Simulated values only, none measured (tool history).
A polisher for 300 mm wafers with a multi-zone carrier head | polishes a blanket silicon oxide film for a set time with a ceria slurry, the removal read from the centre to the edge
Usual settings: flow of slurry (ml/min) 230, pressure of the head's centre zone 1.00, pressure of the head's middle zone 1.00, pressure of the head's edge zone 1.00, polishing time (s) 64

run,hour,flow of slurry (ml/min),pressure of the head's centre zone,pressure of the head's middle zone,pressure of the head's edge zone,polishing time (s),wafers since the last listed run,wafers polished on this pad,hours since the slurry nozzle was cleaned,hours since the centre zone pressure was calibrated,hours since the edge zone pressure was calibrated,hours since the carrier head's membrane was replaced,"incoming thickness of the incoming film, nm",film removed at the wafer's centre (nm),film removed at mid-radius (nm),film removed at the wafer's edge (nm)
1,0.0,295,1.00,1.00,1.00,83,0,633,256.3,35.2,47.0,1005.9,1692.3,251.8,261.5,253.1
2,9.4,230,1.00,1.07,1.00,77,70,703,265.7,44.6,56.4,1015.3,1713.3,222.9,240.0,227.0
3,26.8,230,1.00,1.00,1.00,75,129,833,283.1,62.0,73.8,1032.7,1674.5,212.3,218.9,216.8
4,33.8,260,1.00,1.08,0.90,76,52,885,290.1,69.0,80.8,1039.7,1684.5,221.8,234.5,206.9
5,42.7,230,0.95,1.00,1.00,75,66,952,299.0,77.9,89.7,1048.6,1713.3,196.8,211.5,210.3
6,50.6,265,1.07,1.00,1.08,64,58,1011,306.9,85.8,97.6,1056.5,1703.9,188.9,181.0,183.0
# hour 69.5: worn pad replaced by a new one
# hour 81.2: carrier head's membrane replaced by a new one
7,81.7,165,1.00,1.08,1.00,47,164,53,338.0,116.9,128.7,0.5,1707.9,137.5,152.5,143.8
8,93.1,270,1.00,1.00,1.12,73,85,138,349.4,128.3,140.1,11.9,1706.8,232.0,234.2,239.3
9,103.9,230,1.00,1.00,1.00,64,80,219,360.2,139.1,150.9,22.7,1715.1,201.3,206.6,199.7
10,118.0,190,0.92,0.91,1.00,44,105,324,374.3,153.2,165.0,36.8,1715.6,118.0,126.8,132.4
11,126.5,195,1.00,1.00,1.00,64,63,387,382.8,161.7,173.5,45.3,1726.6,187.0,195.3,190.5
12,136.9,230,1.00,1.00,1.00,64,77,465,393.2,172.1,183.9,55.7,1704.2,191.4,197.9,193.8
13,152.6,200,1.00,1.00,1.00,64,117,582,408.9,187.8,199.6,71.4,1692.8,187.2,193.1,190.8
14,169.2,230,1.00,1.00,1.00,64,123,706,425.5,204.4,216.2,88.0,1730.0,183.7,189.1,186.5
15,186.6,230,1.00,0.88,1.00,64,129,835,442.9,221.8,233.6,105.4,1708.2,181.3,171.3,184.0
# hour 189.2: slurry nozzle cleaned
# hour 205.4: worn pad replaced by a new one
16,227.5,230,1.00,1.00,1.00,64,267,164,38.3,262.7,274.5,146.3,1726.0,196.0,205.5,201.5
17,238.6,230,1.08,0.96,1.11,76,82,247,49.4,273.8,285.6,157.4,1710.5,253.0,232.7,244.7
18,256.6,230,1.00,1.00,1.00,64,134,381,67.4,291.8,303.6,175.4,1736.0,192.2,200.4,198.4
19,268.6,230,1.00,1.00,0.94,64,89,471,79.4,303.8,315.6,187.4,1720.5,191.4,197.7,188.3
20,322.2,230,1.00,1.04,0.95,64,399,870,133.0,357.4,369.2,241.0,1718.9,182.5,190.3,179.1
21,336.8,230,1.00,1.00,1.00,75,108,979,147.6,372.0,383.8,255.6,1716.6,201.8,214.5,206.8

The same runs without the tool's hidden state, with the same run-to-run variation:
The hidden state here: removal rate lost through wear of the pad, %; slurry flow missing at the pad, %; deviation of the centre zone's pressure from its setpoint, %; deviation of the edge zone's pressure from its setpoint, %.
run,film removed at the wafer's centre (nm),film removed at mid-radius (nm),film removed at the wafer's edge (nm)
1,268.8,279.1,270.1
2,240.7,259.2,245.1
3,235.0,242.3,240.0
4,248.3,262.6,231.6
5,223.8,240.5,239.1
6,218.1,208.9,211.2
7,139.5,154.8,145.9
8,236.1,238.3,243.5
9,205.7,211.1,204.0
10,121.5,130.5,136.3
11,193.5,202.1,197.2
12,199.8,206.5,202.3
13,198.3,204.5,202.1
14,198.5,204.4,201.5
15,201.0,189.8,203.9
16,199.0,208.6,204.6
17,257.9,237.2,249.4
18,197.8,206.2,204.2
19,198.7,205.2,195.5
20,201.8,210.4,198.0
21,228.7,243.1,234.4
